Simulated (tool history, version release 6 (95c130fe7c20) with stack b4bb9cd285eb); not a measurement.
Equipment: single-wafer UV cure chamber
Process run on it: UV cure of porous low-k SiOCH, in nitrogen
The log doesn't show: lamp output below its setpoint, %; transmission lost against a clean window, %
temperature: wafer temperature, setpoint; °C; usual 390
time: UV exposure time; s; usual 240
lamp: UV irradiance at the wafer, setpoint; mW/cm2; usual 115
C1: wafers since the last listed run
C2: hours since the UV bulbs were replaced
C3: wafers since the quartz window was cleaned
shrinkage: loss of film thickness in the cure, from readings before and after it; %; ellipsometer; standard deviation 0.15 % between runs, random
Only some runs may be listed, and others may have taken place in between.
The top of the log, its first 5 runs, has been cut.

{"run": 6, "hour": 149.4, "temperature": 390, "time": 240, "lamp": 115, "C1": 227, "C2": 1821.6, "C3": 2526, "shrinkage": 10.644}
{"run": 7, "hour": 171.0, "temperature": 390, "time": 240, "lamp": 115, "C1": 160, "C2": 1843.2, "C3": 2686, "shrinkage": 10.732}
{"run": 8, "hour": 184.1, "temperature": 390, "time": 240, "lamp": 115, "C1": 97, "C2": 1856.3, "C3": 2784, "shrinkage": 10.695}
{"run": 9, "hour": 196.6, "temperature": 390, "time": 240, "lamp": 115, "C1": 92, "C2": 1868.8, "C3": 2876, "shrinkage": 10.712}
{"run": 10, "hour": 211.8, "temperature": 390, "time": 240, "lamp": 115, "C1": 113, "C2": 1884.0, "C3": 2989, "shrinkage": 10.485}
{"run": 11, "hour": 246.7, "temperature": 390, "time": 240, "lamp": 115, "C1": 259, "C2": 1918.9, "C3": 3249, "shrinkage": 10.704}
{"run": 12, "hour": 263.7, "temperature": 403, "time": 240, "lamp": 115, "C1": 126, "C2": 1935.9, "C3": 3375, "shrinkage": 10.748}
{"run": 13, "hour": 299.6, "temperature": 390, "time": 185, "lamp": 115, "C1": 266, "C2": 1971.8, "C3": 3642, "shrinkage": 9.004}
{"run": 14, "hour": 323.1, "temperature": 390, "time": 185, "lamp": 115, "C1": 174, "C2": 1995.3, "C3": 3817, "shrinkage": 9.12}
{"run": 15, "hour": 354.8, "temperature": 390, "time": 185, "lamp": 115, "C1": 235, "C2": 2027.0, "C3": 4053, "shrinkage": 8.918}
{"hour": 378.1, "done": "quartz window cleaned"}
{"run": 16, "hour": 380.6, "temperature": 409, "time": 240, "lamp": 144, "C1": 132, "C2": 2052.8, "C3": 18, "shrinkage": 11.318}
{"run": 17, "hour": 395.3, "temperature": 390, "time": 240, "lamp": 115, "C1": 109, "C2": 2067.5, "C3": 127, "shrinkage": 10.295}
{"run": 18, "hour": 424.8, "temperature": 390, "time": 240, "lamp": 115, "C1": 219, "C2": 2097.0, "C3": 347, "shrinkage": 9.89}
{"hour": 447.3, "done": "UV bulbs replaced"}
{"run": 19, "hour": 447.8, "temperature": 390, "time": 280, "lamp": 146, "C1": 111, "C2": 0.5, "C3": 458, "shrinkage": 13.97}
{"run": 20, "hour": 462.5, "temperature": 401, "time": 300, "lamp": 148, "C1": 109, "C2": 15.2, "C3": 567, "shrinkage": 14.939}
{"run": 21, "hour": 489.1, "temperature": 401, "time": 160, "lamp": 115, "C1": 197, "C2": 41.8, "C3": 765, "shrinkage": 10.889}
{"run": 22, "hour": 514.4, "temperature": 390, "time": 240, "lamp": 115, "C1": 188, "C2": 67.1, "C3": 953, "shrinkage": 12.401}
{"run": 23, "hour": 545.3, "temperature": 372, "time": 240, "lamp": 115, "C1": 229, "C2": 98.0, "C3": 1183, "shrinkage": 11.886}
{"run": 24, "hour": 565.7, "temperature": 397, "time": 240, "lamp": 115, "C1": 151, "C2": 118.4, "C3": 1335, "shrinkage": 12.655}
{"run": 25, "hour": 588.0, "temperature": 390, "time": 195, "lamp": 115, "C1": 165, "C2": 140.7, "C3": 1500, "shrinkage": 11.752}
{"run": 26, "hour": 623.8, "temperature": 390, "time": 240, "lamp": 115, "C1": 266, "C2": 176.5, "C3": 1767, "shrinkage": 12.388}
{"run": 27, "hour": 646.6, "temperature": 390, "time": 280, "lamp": 146, "C1": 169, "C2": 199.3, "C3": 1936, "shrinkage": 14.378}
{"run": 28, "hour": 665.6, "temperature": 379, "time": 290, "lamp": 79, "C1": 141, "C2": 218.3, "C3": 2077, "shrinkage": 11.594}
{"run": 29, "hour": 690.4, "temperature": 402, "time": 375, "lamp": 126, "C1": 184, "C2": 243.1, "C3": 2262, "shrinkage": 15.352}
{"run": 30, "hour": 739.2, "temperature": 390, "time": 240, "lamp": 131, "C1": 362, "C2": 291.9, "C3": 2625, "shrinkage": 12.867}

Each row is a separate what-if for the run after 30, all from the same tool condition, not one after another. Results?
{"run": "A", "hour": 739.6, "temperature": 390, "time": 200, "lamp": 115, "C1": 2, "C2": 292.3, "C3": 2628, "shrinkage": "?"}
{"run": "B", "hour": 739.6, "temperature": 390, "time": 240, "lamp": 143, "C1": 2, "C2": 292.3, "C3": 2628, "shrinkage": "?"}
{"run": "C", "hour": 739.6, "temperature": 404, "time": 310, "lamp": 143, "C1": 2, "C2": 292.3, "C3": 2628, "shrinkage": "?"}
{"run": "D", "hour": 739.6, "temperature": 390, "time": 305, "lamp": 115, "C1": 2, "C2": 292.3, "C3": 2628, "shrinkage": "?"}

run=A shrinkage=11.696
run=B shrinkage=13.574
run=C shrinkage=15.073
run=D shrinkage=13.678
The same runs, with their run-to-run variation unchanged, on a tool lacking any hidden condition would have given:
run=A shrinkage=11.945
run=B shrinkage=13.833
run=C shrinkage=15.336
run=D shrinkage=13.937
